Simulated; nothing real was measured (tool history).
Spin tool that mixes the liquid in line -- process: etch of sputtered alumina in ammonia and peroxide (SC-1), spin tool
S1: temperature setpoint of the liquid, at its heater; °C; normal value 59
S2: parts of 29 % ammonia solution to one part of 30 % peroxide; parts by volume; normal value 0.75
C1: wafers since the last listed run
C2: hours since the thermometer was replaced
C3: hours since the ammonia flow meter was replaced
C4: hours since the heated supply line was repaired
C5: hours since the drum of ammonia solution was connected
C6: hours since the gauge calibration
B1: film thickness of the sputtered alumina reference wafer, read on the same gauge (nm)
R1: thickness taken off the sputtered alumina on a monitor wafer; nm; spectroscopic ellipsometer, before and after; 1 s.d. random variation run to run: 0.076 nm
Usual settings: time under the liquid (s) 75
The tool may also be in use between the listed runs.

Run 1, hour 0: usual settings; C1 0; C2 228.3; C3 372.6; C4 341.5; C5 314.3; C6 557.5; B1 99.99. Result: R1 10.63 nm.
At hour 38.7: ammonia flow meter replaced.
Run 2, hour 89.6: usual settings; C1 886; C2 317.9; C3 50.9; C4 431.1; C5 403.9; C6 647.1; B1 99.99. Result: R1 10.45 nm.
Run 3, hour 146.9: usual settings; C1 573; C2 375.2; C3 108.2; C4 488.4; C5 461.2; C6 704.4; B1 100.01. Result: R1 10.52 nm.
At hour 222.6: new drum of ammonia solution connected.
Run 4, hour 390.2: usual settings; C1 2425; C2 618.5; C3 351.5; C4 731.7; C5 167.6; C6 947.7; B1 99.98. Result: R1 10.34 nm.
At hour 444.9: ammonia flow meter replaced.
Run 5, hour 490.8: usual settings but S1 54.5 °C, S2 1.05 parts by volume; C1 996; C2 719.1; C3 45.9; C4 832.3; C5 268.2; C6 1048.3; B1 99.98. Result: R1 8.58 nm.
At hour 520.2: thermometer replaced.
At hour 644.1: heated supply line repaired.
At hour 744.9: new drum of ammonia solution connected.
Run 6, hour 777: usual settings but S1 54.5 °C, S2 1.05 parts by volume; C1 2834; C2 256.8; C3 332.1; C4 132.9; C5 32.1; C6 1334.5; B1 100. Result: R1 8.62 nm.
At hour 815.9: ammonia flow meter replaced.
Run 7, hour 872: usual settings; C1 940; C2 351.8; C3 56.1; C4 227.9; C5 127.1; C6 1429.5; B1 99.99. Result: R1 10.52 nm.
At hour 898.2: gauge calibrated.
Run 8, hour 918.2: usual settings but S1 50 °C, time under the liquid (s) 95; C1 462; C2 398; C3 102.3; C4 274.1; C5 173.3; C6 20; B1 100.01. Result: R1 8.24 nm.
Run 9, hour 1003.8: usual settings but S1 53 °C, S2 0.4 parts by volume, time under the liquid (s) 110; C1 856; C2 483.6; C3 187.9; C4 359.7; C5 258.9; C6 105.6; B1 100. Result: R1 10.57 nm.
Run 10, hour 1084.2: usual settings but S1 54.5 °C, S2 1.05 parts by volume; C1 804; C2 564; C3 268.3; C4 440.1; C5 339.3; C6 186; B1 100.01. Result: R1 8.67 nm.
Run 11, hour 1143.3: usual settings but S1 51.5 °C; C1 591; C2 623.1; C3 327.4; C4 499.2; C5 398.4; C6 245.1; B1 99.98. Result: R1 7.07 nm.
At hour 1168.9: thermometer replaced.
Run 12, hour 1223.1: usual settings but S2 0.55 parts by volume; C1 788; C2 54.2; C3 407.2; C4 579; C5 478.2; C6 324.9; B1 99.99. Result: R1 10.22 nm.
At hour 1228.2: ammonia flow meter replaced.
Run 13, hour 1302.4: usual settings; C1 783; C2 133.5; C3 74.2; C4 658.3; C5 557.5; C6 404.2; B1 99.98. Result: R1 10.61 nm.
Run 14, hour 1376.1: usual settings but S1 63 °C, S2 0.9 parts by volume, time under the liquid (s) 60; C1 737; C2 207.2; C3 147.9; C4 732; C5 631.2; C6 477.9; B1 100. Result: R1 10.64 nm.
At hour 1391: new drum of ammonia solution connected.
Run 15, hour 1426.4: usual settings; C1 493; C2 257.5; C3 198.2; C4 782.3; C5 35.4; C6 528.2; B1 100. Result: R1 10.53 nm.

Here are 5 independent what-if runs from the current tool condition. What would each one return?
Run A, hour 1426.8: usual settings but time under the liquid (s) 95; C1 4; C2 257.9; C3 198.6; C4 782.7; C5 35.8; C6 528.6; B1 ?. Result: R1 ?.
Run B, hour 1426.8: usual settings but S1 54.5 °C, S2 1.15 parts by volume; C1 4; C2 257.9; C3 198.6; C4 782.7; C5 35.8; C6 528.6; B1 ?. Result: R1 ?.
Run C, hour 1426.8: usual settings but S1 64 °C; C1 4; C2 257.9; C3 198.6; C4 782.7; C5 35.8; C6 528.6; B1 ?. Result: R1 ?.
Run D, hour 1426.8: usual settings but S2 0.95 parts by volume, time under the liquid (s) 110; C1 4; C2 257.9; C3 198.6; C4 782.7; C5 35.8; C6 528.6; B1 ?. Result: R1 ?.
Run E, hour 1426.8: usual settings but S1 54.5 °C; C1 4; C2 257.9; C3 198.6; C4 782.7; C5 35.8; C6 528.6; B1 ?. Result: R1 ?.

run   B1     R1
  A  100  13.23
  B  100   8.59
  C  100  13.47
  D  100  15.67
  E  100   8.25
Stripped of hidden state, with their random variation kept, the same runs would have yielded:
run     R1
  A  13.23
  B   8.59
  C  13.47
  D  15.67
  E   8.25

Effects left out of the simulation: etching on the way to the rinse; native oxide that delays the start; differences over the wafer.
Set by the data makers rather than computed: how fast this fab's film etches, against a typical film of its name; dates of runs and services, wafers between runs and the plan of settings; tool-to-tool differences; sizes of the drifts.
